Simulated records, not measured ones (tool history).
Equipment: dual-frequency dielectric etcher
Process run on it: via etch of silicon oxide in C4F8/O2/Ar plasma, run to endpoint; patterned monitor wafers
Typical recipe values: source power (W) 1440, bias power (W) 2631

| run | hour | source power (W) | bias power (W) | incoming incoming film thickness, nm | endpoint time (s) |
|---|---|---|---|---|---|
| 1 | 0 | 1590 | 2808 | 1754.4 | 354.2 |
| 2 | 32 | 1440 | 2229 | 1751.3 | 383.9 |
| 3 | 62.5 | 1440 | 2631 | 1750.8 | 372.7 |
| 4 | 129.4 | 1440 | 2631 | 1752.2 | 370.4 |
| 5 | 176.6 | 1570 | 2197 | 1751.3 | 366.4 |
| 6 | 241.4 | 1440 | 2631 | 1747.2 | 367.5 |
| 7 | 266.1 | 1440 | 2631 | 1751.6 | 367.8 |
| 8 | 325.2 | 1440 | 2631 | 1742.3 | 363.4 |
| 9 | 396.8 | 1440 | 3141 | 1757.8 | 354.1 |
| 10 | 434.4 | 1440 | 2260 | 1739.6 | 369.1 |
| 11 | 505.7 | 1440 | 2631 | 1766.7 | 363.8 |
|  | 547.8 | wet clean of the chamber |
| 12 | 645.3 | 1440 | 2631 | 1768.4 | 375.6 |
| 13 | 716.4 | 1440 | 2631 | 1752.3 | 369.2 |
|  | 748.8 | source power generator calibrated |
| 14 | 759.1 | 1440 | 2631 | 1750.1 | 366 |
|  | 894.5 | bias power generator calibrated |
| 15 | 963.2 | 1630 | 3222 | 1752.2 | 334 |
| 16 | 1032.1 | 1440 | 2631 | 1751.1 | 360.5 |
| 17 | 1091.7 | 1620 | 2453 | 1763.6 | 349.7 |
|  | 1120.2 | wet clean of the chamber |
| 18 | 1134.9 | 1440 | 2989 | 1762.4 | 369.3 |
| 19 | 1179.4 | 1150 | 2032 | 1753.4 | 423.4 |
| 20 | 1241 | 1240 | 3207 | 1763.9 | 382.1 |
| 21 | 1301.3 | 1270 | 2242 | 1744.7 | 397.4 |
|  | 1356 | upper electrode replaced |
| 22 | 1356.5 | 1660 | 2195 | 1744.7 | 359.3 |
| 23 | 1400.4 | 1440 | 2097 | 1745.8 | 382.8 |
| 24 | 1468.4 | 1290 | 2021 | 1755.2 | 400.8 |
| 25 | 1539.2 | 1780 | 3278 | 1767.4 | 327.1 |
| 26 | 1591.1 | 1290 | 2000 | 1753.7 | 397.1 |
| 27 | 1639.9 | 1440 | 2080 | 1746.5 | 375.3 |
|  | 1685.9 | wet clean of the chamber |
| 28 | 1686.4 | 1220 | 2631 | 1735 | 393.9 |
| 29 | 1791 | 1210 | 2912 | 1754.2 | 390.1 |
| 30 | 1849.4 | 1090 | 2913 | 1759.4 | 403.8 |
| 31 | 1932.4 | 1440 | 2631 | 1758.5 | 368.1 |
| 32 | 1978.1 | 1270 | 3072 | 1742.9 | 368.7 |
| 33 | 2023 | 1440 | 2631 | 1752.5 | 364.1 |
| 34 | 2084.9 | 1320 | 2069 | 1749 | 389.9 |

Measured result minus the same run's result without the hidden state. Both carry the same run-to-run variation, though not necessarily the same gauge scatter:
What the log doesn't record here: etch rate over this chamber's usual, %; source power that arrives over what is set, %; bias power that arrives over what is set, %.
| run | endpoint time (s) |
|---|---|
| 1 | -0.7 |
| 2 | -1.6 |
| 3 | -2.4 |
| 4 | -4 |
| 5 | -5.1 |
| 6 | -6.7 |
| 7 | -7.4 |
| 8 | -8.7 |
| 9 | -10.3 |
| 10 | -11.7 |
| 11 | -13.2 |
| 12 | -4.1 |
| 13 | -5.9 |
| 14 | -6.8 |
| 15 | -10.9 |
| 16 | -13.5 |
| 17 | -14.5 |
| 18 | +0.2 |
| 19 | -1 |
| 20 | -2.5 |
| 21 | -4.3 |
| 22 | -5.2 |
| 23 | -6.7 |
| 24 | -8.9 |
| 25 | -8.8 |
| 26 | -12.1 |
| 27 | -12.7 |
| 28 | -1.3 |
| 29 | -4.1 |
| 30 | -5.9 |
| 31 | -7.4 |
| 32 | -8.6 |
| 33 | -9.6 |
| 34 | -11.9 |
